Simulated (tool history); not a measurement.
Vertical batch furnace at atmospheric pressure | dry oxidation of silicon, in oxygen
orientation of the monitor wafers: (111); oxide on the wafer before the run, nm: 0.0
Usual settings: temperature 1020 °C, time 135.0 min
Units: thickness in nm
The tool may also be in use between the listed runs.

| run | hour | temperature | time | read-back reference wafer on the same gauge, thickness | thickness |
|---|---|---|---|---|---|
| 1 | 0.0 | 1031 | 135.0 | 140.43 | 141.36 |
| 2 | 21.2 | 1020 | 135.0 | 140.40 | 131.06 |
| 3 | 49.1 | 1020 | 135.0 | 139.94 | 131.31 |
| 4 | 76.2 | 1020 | 135.0 | 139.77 | 130.07 |
| 5 | 96.8 | 1020 | 87.5 | 139.67 | 99.28 |
| 6 | 116.8 | 1020 | 135.0 | 139.43 | 130.26 |
| 7 | 143.6 | 1039 | 110.0 | 139.11 | 128.58 |
| 8 | 168.7 | 1039 | 110.0 | 138.82 | 128.45 |
| 9 | 186.0 | 1020 | 167.5 | 138.70 | 148.43 |
|  | 207.9 | gauge calibrated |
|  | 233.0 | thermocouples replaced and temperature profile calibrated |
|  | 254.8 | boat lift adjusted |
| 10 | 255.3 | 1020 | 167.5 | 141.49 | 151.31 |
| 11 | 261.2 | 1034 | 149.0 | 141.46 | 153.16 |
| 12 | 274.1 | 1020 | 120.0 | 141.77 | 124.23 |
| 13 | 297.7 | 1020 | 120.0 | 141.78 | 123.15 |
| 14 | 313.7 | 1020 | 120.0 | 141.47 | 122.58 |
| 15 | 345.1 | 1020 | 135.0 | 141.47 | 132.62 |
| 16 | 378.9 | 1011 | 135.0 | 141.36 | 123.67 |
| 17 | 398.4 | 1033 | 109.5 | 141.22 | 125.52 |
| 18 | 426.9 | 1020 | 135.0 | 141.09 | 131.79 |
| 19 | 440.0 | 1008 | 190.0 | 141.17 | 151.03 |
| 20 | 456.1 | 1020 | 135.0 | 141.04 | 132.43 |
| 21 | 549.0 | 1044 | 135.0 | 140.61 | 152.05 |
| 22 | 573.6 | 1020 | 135.0 | 140.42 | 131.90 |
| 23 | 594.1 | 1013 | 196.5 | 140.29 | 158.17 |
| 24 | 621.5 | 1020 | 135.0 | 140.03 | 131.77 |
| 25 | 637.0 | 1020 | 120.0 | 140.08 | 121.71 |
| 26 | 658.5 | 1001 | 86.0 | 139.70 | 86.48 |
| 27 | 672.5 | 1008 | 105.0 | 139.64 | 102.35 |
| 28 | 694.8 | 1044 | 81.5 | 139.42 | 110.35 |
| 29 | 714.0 | 1033 | 107.0 | 139.29 | 122.78 |
| 30 | 744.2 | 1020 | 135.0 | 138.82 | 130.68 |
| 31 | 762.6 | 1020 | 116.0 | 138.74 | 117.77 |
| 32 | 780.2 | 1020 | 135.0 | 138.54 | 129.62 |
| 33 | 797.8 | 1020 | 135.0 | 138.24 | 129.33 |
| 34 | 832.0 | 1009 | 77.0 | 137.95 | 82.80 |
|  | 845.6 | gauge calibrated |
| 35 | 856.3 | 1001 | 67.5 | 142.13 | 75.47 |
| 36 | 868.9 | 1020 | 135.0 | 142.25 | 132.89 |
| 37 | 892.7 | 999 | 75.5 | 142.19 | 78.95 |
| 38 | 926.8 | 1020 | 69.5 | 142.02 | 87.12 |

5 ways to go on from here, each from the tool as it stands after run 38. What would each give?
| A | 932.8 | 1035 | 135.0 | ? | ? |
| B | 932.8 | 1020 | 76.5 | ? | ? |
| C | 932.8 | 1010 | 135.0 | ? | ? |
| D | 932.8 | 1008 | 135.0 | ? | ? |
| E | 932.8 | 1013 | 89.0 | ? | ? |

| run | read-back reference wafer on the same gauge, thickness | thickness |
|---|---|---|
| A | 142.02 | 144.61 |
| B | 142.02 | 92.46 |
| C | 142.02 | 123.64 |
| D | 142.02 | 121.93 |
| E | 142.02 | 97.03 |
Without the tool's hidden state the same runs would have given:
| run | thickness |
|---|---|
| A | 144.51 |
| B | 92.40 |
| C | 123.56 |
| D | 121.85 |
| E | 96.97 |
